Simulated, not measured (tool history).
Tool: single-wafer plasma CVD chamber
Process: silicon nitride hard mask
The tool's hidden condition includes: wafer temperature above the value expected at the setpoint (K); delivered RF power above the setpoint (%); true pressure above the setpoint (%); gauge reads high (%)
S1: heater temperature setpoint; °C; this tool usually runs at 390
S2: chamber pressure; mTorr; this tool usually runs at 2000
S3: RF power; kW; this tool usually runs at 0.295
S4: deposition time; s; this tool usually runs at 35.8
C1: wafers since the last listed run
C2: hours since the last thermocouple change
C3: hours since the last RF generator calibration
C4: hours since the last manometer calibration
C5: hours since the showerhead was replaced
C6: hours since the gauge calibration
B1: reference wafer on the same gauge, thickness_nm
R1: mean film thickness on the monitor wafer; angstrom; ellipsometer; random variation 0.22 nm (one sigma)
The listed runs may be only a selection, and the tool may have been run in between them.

run,hour,S1,S2,S3,S4,C1,C2,C3,C4,C5,C6,B1,R1
1,0,390,2000,0.295,35.8,0,2859.5,890.7,2035,2799.3,222.8,37.243,454.89
2,14.6,390,2000,0.295,35.8,413,2874.1,905.3,2049.6,2813.9,237.4,37.34,455.94
3,26.9,390,2000,0.295,35.8,348,2886.4,917.6,2061.9,2826.2,249.7,37.378,457.66
4,38.6,390,2000,0.295,35.8,331,2898.1,929.3,2073.6,2837.9,261.4,37.254,452.74
5,45.6,390,2000,0.295,35.8,198,2905.1,936.3,2080.6,2844.9,268.4,37.289,454.84
# hour 60.1: RF generator calibrated
6,60.6,390,2000,0.295,35.8,198,2920.1,0.5,2095.6,2859.9,283.4,37.329,455.27
7,99.4,390,2410,0.335,35.8,1099,2958.9,39.3,2134.4,2898.7,322.2,37.312,499.45
8,106.5,405,2270,0.275,32,201,2966,46.4,2141.5,2905.8,329.3,37.339,401.34
# hour 118.5: showerhead replaced
9,119.3,390,2000,0.32,35.8,135,2978.8,59.2,2154.3,0.8,342.1,37.229,468.65
10,134.9,390,2000,0.295,42.9,441,2994.4,74.8,2169.9,16.4,357.7,37.333,546.36
11,147.4,390,2000,0.295,35.8,354,3006.9,87.3,2182.4,28.9,370.2,37.284,461.34
# hour 166.9: thermocouple changed; heater temperature recalibrated
# hour 172.6: capacitance manometer re-zeroed and calibrated
12,173.1,390,2000,0.295,35.8,339,6.2,113,0.5,54.6,395.9,37.357,458.01
13,177.4,390,2470,0.295,35.8,121,10.5,117.3,4.8,58.9,400.2,37.316,476.8
14,188.2,390,2000,0.295,35.8,305,21.3,128.1,15.6,69.7,411,37.35,457.14
15,202.6,390,2000,0.295,35.8,407,35.7,142.5,30,84.1,425.4,37.314,458.21
16,218.5,390,2000,0.24,39.3,450,51.6,158.4,45.9,100,441.3,37.254,459.59
17,229.1,390,2000,0.295,35.8,300,62.2,169,56.5,110.6,451.9,37.337,454.96
18,242.9,390,2000,0.295,35.8,390,76,182.8,70.3,124.4,465.7,37.358,455.3
19,257.3,399,2330,0.325,32.7,407,90.4,197.2,84.7,138.8,480.1,37.361,444.32
20,265.9,390,2000,0.295,35.8,243,99,205.8,93.3,147.4,488.7,37.335,455.9
# hour 273.3: gauge calibrated
21,275.2,390,2000,0.235,35.8,263,108.3,215.1,102.6,156.7,1.9,37.367,414.85
22,284.7,382,1640,0.295,40.4,269,117.8,224.6,112.1,166.2,11.4,37.27,497.67
23,296.4,403,2330,0.295,35.8,331,129.5,236.3,123.8,177.9,23.1,37.31,462.63
24,312.6,377,1550,0.295,29.5,458,145.7,252.5,140,194.1,39.3,37.288,362.45
25,323.3,390,2000,0.295,35.8,303,156.4,263.2,150.7,204.8,50,37.3,455.61
26,335.4,395,1680,0.32,33.4,342,168.5,275.3,162.8,216.9,62.1,37.345,425.16
27,387.8,400,2490,0.33,42,1484,220.9,327.7,215.2,269.3,114.5,37.329,584.5

Run 28, settings as shown, results not yet in. Your forecast:
28,426,381,2000,0.295,38.6,1082,259.1,365.9,253.4,307.5,152.7,?,?

Run 28 produced B1 37.287, R1 494.57 angstrom.
With no hidden state in the tool, this same run would have given R1 494.57 angstrom.
